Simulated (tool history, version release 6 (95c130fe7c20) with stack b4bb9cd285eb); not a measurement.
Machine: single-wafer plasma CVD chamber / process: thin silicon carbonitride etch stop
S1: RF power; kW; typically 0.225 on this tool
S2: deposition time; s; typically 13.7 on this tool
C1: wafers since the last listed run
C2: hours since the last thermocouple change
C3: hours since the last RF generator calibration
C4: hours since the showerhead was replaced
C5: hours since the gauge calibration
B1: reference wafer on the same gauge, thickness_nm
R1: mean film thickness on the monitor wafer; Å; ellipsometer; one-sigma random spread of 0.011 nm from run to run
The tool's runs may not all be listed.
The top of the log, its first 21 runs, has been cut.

-- hour=1524.2 gauge calibrated
run 22 hour=1580.9 | S1=0.225 S2=13.7 | C1=2731 C2=560.3 C3=441.4 C4=402.4 C5=56.7 | B1=8.140 | R1=71.93
run 23 hour=1621.2 | S1=0.245 S2=12.6 | C1=1158 C2=600.6 C3=481.7 C4=442.7 C5=97.0 | B1=8.136 | R1=68.03
run 24 hour=1684.4 | S1=0.240 S2=15.3 | C1=1817 C2=663.8 C3=544.9 C4=505.9 C5=160.2 | B1=8.137 | R1=82.03
run 25 hour=1735.6 | S1=0.225 S2=12.4 | C1=1472 C2=715.0 C3=596.1 C4=557.1 C5=211.4 | B1=8.141 | R1=64.80
run 26 hour=1785.0 | S1=0.225 S2=13.7 | C1=1420 C2=764.4 C3=645.5 C4=606.5 C5=260.8 | B1=8.141 | R1=71.56
run 27 hour=1823.8 | S1=0.235 S2=14.8 | C1=1115 C2=803.2 C3=684.3 C4=645.3 C5=299.6 | B1=8.145 | R1=78.71
run 28 hour=1910.7 | S1=0.200 S2=12.5 | C1=2498 C2=890.1 C3=771.2 C4=732.2 C5=386.5 | B1=8.140 | R1=62.48
run 29 hour=1976.1 | S1=0.240 S2=15.4 | C1=1880 C2=955.5 C3=836.6 C4=797.6 C5=451.9 | B1=8.141 | R1=82.09
run 30 hour=2021.0 | S1=0.235 S2=13.7 | C1=1291 C2=1000.4 C3=881.5 C4=842.5 C5=496.8 | B1=8.137 | R1=72.49
run 31 hour=2099.8 | S1=0.215 S2=14.4 | C1=2265 C2=1079.2 C3=960.3 C4=921.3 C5=575.6 | B1=8.135 | R1=73.74
run 32 hour=2163.6 | S1=0.195 S2=13.7 | C1=1834 C2=1143.0 C3=1024.1 C4=985.1 C5=639.4 | B1=8.137 | R1=67.53
-- hour=2173.0 RF generator calibrated
run 33 hour=2207.0 | S1=0.210 S2=13.7 | C1=1017 C2=1186.4 C3=34.0 C4=1028.5 C5=682.8 | B1=8.137 | R1=70.49

Here are 5 independent what-if runs from the current tool condition. What would each one return?
run A hour=2207.4 | S1=0.225 S2=13.7 | C1=11 C2=1186.8 C3=34.4 C4=1028.9 C5=683.2 | B1=? | R1=?
run B hour=2207.4 | S1=0.200 S2=12.7 | C1=11 C2=1186.8 C3=34.4 C4=1028.9 C5=683.2 | B1=? | R1=?
run C hour=2207.4 | S1=0.270 S2=11.6 | C1=11 C2=1186.8 C3=34.4 C4=1028.9 C5=683.2 | B1=? | R1=?
run D hour=2207.4 | S1=0.195 S2=11.2 | C1=11 C2=1186.8 C3=34.4 C4=1028.9 C5=683.2 | B1=? | R1=?
run E hour=2207.4 | S1=0.190 S2=12.7 | C1=11 C2=1186.8 C3=34.4 C4=1028.9 C5=683.2 | B1=? | R1=?

run=A B1=8.133 R1=72.16
run=B B1=8.133 R1=64.10
run=C B1=8.133 R1=65.15
run=D B1=8.133 R1=56.00
run=E B1=8.133 R1=62.89
Without the tool's hidden state the same runs would have given:
run=A R1=72.35
run=B R1=64.27
run=C R1=65.32
run=D R1=56.15
run=E R1=63.06
